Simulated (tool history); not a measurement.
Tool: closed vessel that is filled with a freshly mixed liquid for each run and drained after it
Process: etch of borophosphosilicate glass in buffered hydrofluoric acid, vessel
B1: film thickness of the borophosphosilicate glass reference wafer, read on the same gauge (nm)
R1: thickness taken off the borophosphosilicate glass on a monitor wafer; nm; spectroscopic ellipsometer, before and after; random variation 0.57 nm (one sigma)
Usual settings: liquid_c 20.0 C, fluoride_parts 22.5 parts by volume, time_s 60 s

run 1 hour=0.0 | liquid_c=20.0 fluoride_parts=22.5 time_s=60 | B1=60.00 | R1=74.47
run 2 hour=43.0 | liquid_c=20.0 fluoride_parts=22.5 time_s=60 | B1=59.99 | R1=73.46
run 3 hour=81.3 | liquid_c=20.0 fluoride_parts=22.5 time_s=35 | B1=59.99 | R1=42.95
run 4 hour=133.7 | liquid_c=20.0 fluoride_parts=22.5 time_s=35 | B1=60.01 | R1=42.78
run 5 hour=175.0 | liquid_c=20.0 fluoride_parts=18.0 time_s=60 | B1=59.99 | R1=86.30
run 6 hour=242.9 | liquid_c=20.0 fluoride_parts=22.5 time_s=45 | B1=59.98 | R1=54.66
run 7 hour=297.6 | liquid_c=20.0 fluoride_parts=22.5 time_s=45 | B1=59.99 | R1=54.19
run 8 hour=360.6 | liquid_c=20.0 fluoride_parts=22.5 time_s=45 | B1=59.96 | R1=54.40
run 9 hour=398.2 | liquid_c=20.0 fluoride_parts=22.5 time_s=60 | B1=59.99 | R1=72.96
run 10 hour=426.9 | liquid_c=17.0 fluoride_parts=22.5 time_s=30 | B1=60.00 | R1=30.57
-- hour=439.3 thermometer replaced
run 11 hour=603.2 | liquid_c=20.0 fluoride_parts=22.5 time_s=30 | B1=59.98 | R1=35.66
run 12 hour=665.5 | liquid_c=20.0 fluoride_parts=30.0 time_s=60 | B1=59.99 | R1=56.80
run 13 hour=717.9 | liquid_c=20.0 fluoride_parts=28.0 time_s=60 | B1=59.98 | R1=60.07
run 14 hour=748.1 | liquid_c=20.0 fluoride_parts=22.5 time_s=60 | B1=60.00 | R1=70.27
run 15 hour=817.0 | liquid_c=17.0 fluoride_parts=15.0 time_s=60 | B1=60.00 | R1=83.26
run 16 hour=860.4 | liquid_c=20.0 fluoride_parts=22.5 time_s=60 | B1=60.01 | R1=70.61
run 17 hour=927.8 | liquid_c=22.5 fluoride_parts=22.5 time_s=60 | B1=60.02 | R1=81.40
run 18 hour=985.3 | liquid_c=17.5 fluoride_parts=22.5 time_s=60 | B1=60.02 | R1=61.36
run 19 hour=1040.7 | liquid_c=20.0 fluoride_parts=22.5 time_s=60 | B1=60.00 | R1=69.12
-- hour=1089.7 gauge calibrated
run 20 hour=1110.6 | liquid_c=23.0 fluoride_parts=17.0 time_s=50 | B1=60.00 | R1=84.55
run 21 hour=1166.9 | liquid_c=17.0 fluoride_parts=22.5 time_s=60 | B1=60.01 | R1=59.28
run 22 hour=1207.0 | liquid_c=20.0 fluoride_parts=29.0 time_s=60 | B1=60.00 | R1=57.20
run 23 hour=1236.3 | liquid_c=20.0 fluoride_parts=18.0 time_s=60 | B1=59.98 | R1=82.15
-- hour=1248.3 hydrofluoric acid flow meter replaced
run 24 hour=1303.6 | liquid_c=20.0 fluoride_parts=22.5 time_s=60 | B1=59.99 | R1=75.73
run 25 hour=1348.6 | liquid_c=17.0 fluoride_parts=18.0 time_s=45 | B1=60.01 | R1=57.77
run 26 hour=1412.7 | liquid_c=21.5 fluoride_parts=30.0 time_s=90 | B1=60.01 | R1=100.00
run 27 hour=1563.9 | liquid_c=20.0 fluoride_parts=26.5 time_s=60 | B1=60.01 | R1=66.76
run 28 hour=1764.3 | liquid_c=20.0 fluoride_parts=19.5 time_s=60 | B1=60.03 | R1=81.28
run 29 hour=1833.5 | liquid_c=23.0 fluoride_parts=19.0 time_s=60 | B1=59.99 | R1=99.62
run 30 hour=1891.6 | liquid_c=24.0 fluoride_parts=20.0 time_s=40 | B1=59.96 | R1=66.32
run 31 hour=1930.3 | liquid_c=23.0 fluoride_parts=17.0 time_s=60 | B1=59.98 | R1=109.86

4 ways to go on from here, each from the tool as it stands after run 31. What would each give?
run A hour=1931.0 | liquid_c=20.0 fluoride_parts=22.5 time_s=60 | B1=? | R1=?
run B hour=1931.0 | liquid_c=24.0 fluoride_parts=30.0 time_s=70 | B1=? | R1=?
run C hour=1931.0 | liquid_c=24.0 fluoride_parts=17.0 time_s=90 | B1=? | R1=?
run D hour=1931.0 | liquid_c=20.0 fluoride_parts=22.5 time_s=95 | B1=? | R1=?

run=A B1=59.97 R1=73.85
run=B B1=59.97 R1=86.97
run=C B1=59.97 R1=173.66
run=D B1=59.97 R1=116.93
Without the tool's hidden state the same runs would have given:
run=A R1=76.01
run=B R1=90.57
run=C R1=180.95
run=D R1=120.35

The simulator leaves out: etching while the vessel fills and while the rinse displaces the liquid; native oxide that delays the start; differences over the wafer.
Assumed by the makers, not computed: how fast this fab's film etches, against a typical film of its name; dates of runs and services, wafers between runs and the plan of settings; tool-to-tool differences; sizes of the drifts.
